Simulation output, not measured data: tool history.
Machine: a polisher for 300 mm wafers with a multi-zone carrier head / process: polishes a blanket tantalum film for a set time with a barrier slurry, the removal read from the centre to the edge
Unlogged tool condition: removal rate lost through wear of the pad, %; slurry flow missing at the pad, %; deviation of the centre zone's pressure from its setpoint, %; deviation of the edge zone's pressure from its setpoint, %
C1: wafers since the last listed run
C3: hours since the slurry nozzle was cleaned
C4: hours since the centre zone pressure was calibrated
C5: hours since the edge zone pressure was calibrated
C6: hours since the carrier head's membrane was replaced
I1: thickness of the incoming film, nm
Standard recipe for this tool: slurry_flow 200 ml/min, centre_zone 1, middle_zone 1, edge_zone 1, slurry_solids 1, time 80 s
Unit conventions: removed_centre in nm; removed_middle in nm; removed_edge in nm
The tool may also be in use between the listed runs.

Run 1, hour 0: usual settings; C1 0; wafers polished on this pad 1029; C3 688.1; C4 797.1; C5 253.5; C6 1688.3; I1 414.2. Result: removed_centre 142.2 nm, removed_middle 133.8 nm, removed_edge 128.4 nm.
Run 2, hour 26: usual settings; C1 181; wafers polished on this pad 1211; C3 714.1; C4 823.1; C5 279.5; C6 1714.3; I1 402.5. Result: removed_centre 141 nm, removed_middle 132.7 nm, removed_edge 127.9 nm.
At hour 37.5: centre zone pressure recalibrated.
Run 3, hour 46.3: usual settings but slurry_flow 160 ml/min, time 86 s; C1 127; wafers polished on this pad 1338; C3 734.4; C4 8.8; C5 299.8; C6 1734.6; I1 403.7. Result: removed_centre 153 nm, removed_middle 138.9 nm, removed_edge 135 nm.
At hour 59.2: worn pad replaced by a new one.
Run 4, hour 80.8: usual settings but edge_zone 0.95, time 101 s; C1 212; wafers polished on this pad 150; C3 768.9; C4 43.3; C5 334.3; C6 1769.1; I1 413.7. Result: removed_centre 188.1 nm, removed_middle 165 nm, removed_edge 159.2 nm.
Run 5, hour 113.7: usual settings but edge_zone 0.95, time 101 s; C1 229; wafers polished on this pad 380; C3 801.8; C4 76.2; C5 367.2; C6 1802; I1 406.7. Result: removed_centre 187.6 nm, removed_middle 168.4 nm, removed_edge 159.1 nm.
Run 6, hour 130.8: usual settings but middle_zone 0.95, edge_zone 0.92; C1 119; wafers polished on this pad 500; C3 818.9; C4 93.3; C5 384.3; C6 1819.1; I1 408.1. Result: removed_centre 146 nm, removed_middle 126.5 nm, removed_edge 125.5 nm.
At hour 135.5: edge zone pressure recalibrated.
Run 7, hour 160.1: usual settings but middle_zone 0.9, slurry_solids 0.85; C1 190; wafers polished on this pad 690; C3 848.2; C4 122.6; C5 24.6; C6 1848.4; I1 403.5. Result: removed_centre 141.3 nm, removed_middle 114.5 nm, removed_edge 123.3 nm.
At hour 168: carrier head's membrane replaced by a new one.
At hour 172.7: centre zone pressure recalibrated, repeated, since the last time left the tool worse.
Run 8, hour 188.3: usual settings; C1 148; wafers polished on this pad 838; C3 876.4; C4 15.6; C5 52.8; C6 20.3; I1 411.6. Result: removed_centre 131.1 nm, removed_middle 131.8 nm, removed_edge 127.9 nm.
Run 9, hour 218.1: usual settings; C1 208; wafers polished on this pad 1046; C3 906.2; C4 45.4; C5 82.6; C6 50.1; I1 410.9. Result: removed_centre 130.3 nm, removed_middle 131.3 nm, removed_edge 128.4 nm.
At hour 244.1: slurry nozzle cleaned.
Run 10, hour 249.4: usual settings but centre_zone 1.05, slurry_solids 0.9, time 55 s; C1 211; wafers polished on this pad 1258; C3 5.3; C4 76.7; C5 113.9; C6 81.4; I1 412.7. Result: removed_centre 92.2 nm, removed_middle 88.3 nm, removed_edge 85.9 nm.
Run 11, hour 270.3: usual settings but centre_zone 0.89; C1 145; wafers polished on this pad 1404; C3 26.2; C4 97.6; C5 134.8; C6 102.3; I1 412.7. Result: removed_centre 120.9 nm, removed_middle 131.9 nm, removed_edge 128.7 nm.
Run 12, hour 284.8: usual settings but centre_zone 1.1, middle_zone 0.9, edge_zone 1.06, time 64 s; C1 101; wafers polished on this pad 1505; C3 40.7; C4 112.1; C5 149.3; C6 116.8; I1 408.8. Result: removed_centre 115.4 nm, removed_middle 97.8 nm, removed_edge 104.8 nm.
At hour 296.2: worn pad replaced by a new one.
Run 13, hour 299.1: usual settings but slurry_flow 180 ml/min, edge_zone 1.04, slurry_solids 1.1, time 52 s; C1 71; wafers polished on this pad 20; C3 55; C4 126.4; C5 163.6; C6 131.1; I1 412. Result: removed_centre 87.9 nm, removed_middle 86 nm, removed_edge 85.9 nm.
Run 14, hour 319: usual settings; C1 138; wafers polished on this pad 159; C3 74.9; C4 146.3; C5 183.5; C6 151; I1 412.4. Result: removed_centre 136.2 nm, removed_middle 130.2 nm, removed_edge 128.4 nm.
Run 15, hour 332.1: usual settings; C1 91; wafers polished on this pad 250; C3 88; C4 159.4; C5 196.6; C6 164.1; I1 418.5. Result: removed_centre 134.5 nm, removed_middle 134.3 nm, removed_edge 128.5 nm.
Run 16, hour 355.9: usual settings; C1 166; wafers polished on this pad 417; C3 111.8; C4 183.2; C5 220.4; C6 187.9; I1 409.8. Result: removed_centre 137 nm, removed_middle 133.9 nm, removed_edge 128.1 nm.
Run 17, hour 385.6: usual settings; C1 207; wafers polished on this pad 624; C3 141.5; C4 212.9; C5 250.1; C6 217.6; I1 408.5. Result: removed_centre 135.9 nm, removed_middle 132.5 nm, removed_edge 127.1 nm.
Run 18, hour 413: usual settings but edge_zone 0.91, slurry_solids 1.15, time 56 s; C1 191; wafers polished on this pad 815; C3 168.9; C4 240.3; C5 277.5; C6 245; I1 412.1. Result: removed_centre 98.3 nm, removed_middle 95.6 nm, removed_edge 89.3 nm.
Run 19, hour 435.9: usual settings but centre_zone 1.05, slurry_solids 1.15; C1 159; wafers polished on this pad 975; C3 191.8; C4 263.2; C5 300.4; C6 267.9; I1 416. Result: removed_centre 145.8 nm, removed_middle 138.7 nm, removed_edge 132.8 nm.
Run 20, hour 471.7: usual settings but time 70 s; C1 249; wafers polished on this pad 1225; C3 227.6; C4 299; C5 336.2; C6 303.7; I1 410.6. Result: removed_centre 120 nm, removed_middle 115.3 nm, removed_edge 112.2 nm.
Run 21, hour 499.9: usual settings but slurry_flow 175 ml/min, slurry_solids 0.7, time 62 s; C1 196; wafers polished on this pad 1422; C3 255.8; C4 327.2; C5 364.4; C6 331.9; I1 412.9. Result: removed_centre 97 nm, removed_middle 92.9 nm, removed_edge 89.5 nm.

Exercise: give the hidden state of the tool at every run:
removal rate lost through wear of the pad, %: 0, the same for each run
slurry flow missing at the pad, %: 0, the same for each run
deviation of the edge zone's pressure from its setpoint, %: 0, the same for each run
H1: deviation of the centre zone's pressure from its setpoint, %
run      H1
  1    6.34
  2    6.38
  3    13.2
  4      14
  5    14.6
  6    14.9
  7    15.4
  8  0.0941
  9   0.757
 10    1.38
 11    1.76
 12    2.01
 13    2.24
 14    2.54
 15    2.73
 16    3.05
 17    3.41
 18    3.72
 19    3.95
 20    4.27
 21     4.5

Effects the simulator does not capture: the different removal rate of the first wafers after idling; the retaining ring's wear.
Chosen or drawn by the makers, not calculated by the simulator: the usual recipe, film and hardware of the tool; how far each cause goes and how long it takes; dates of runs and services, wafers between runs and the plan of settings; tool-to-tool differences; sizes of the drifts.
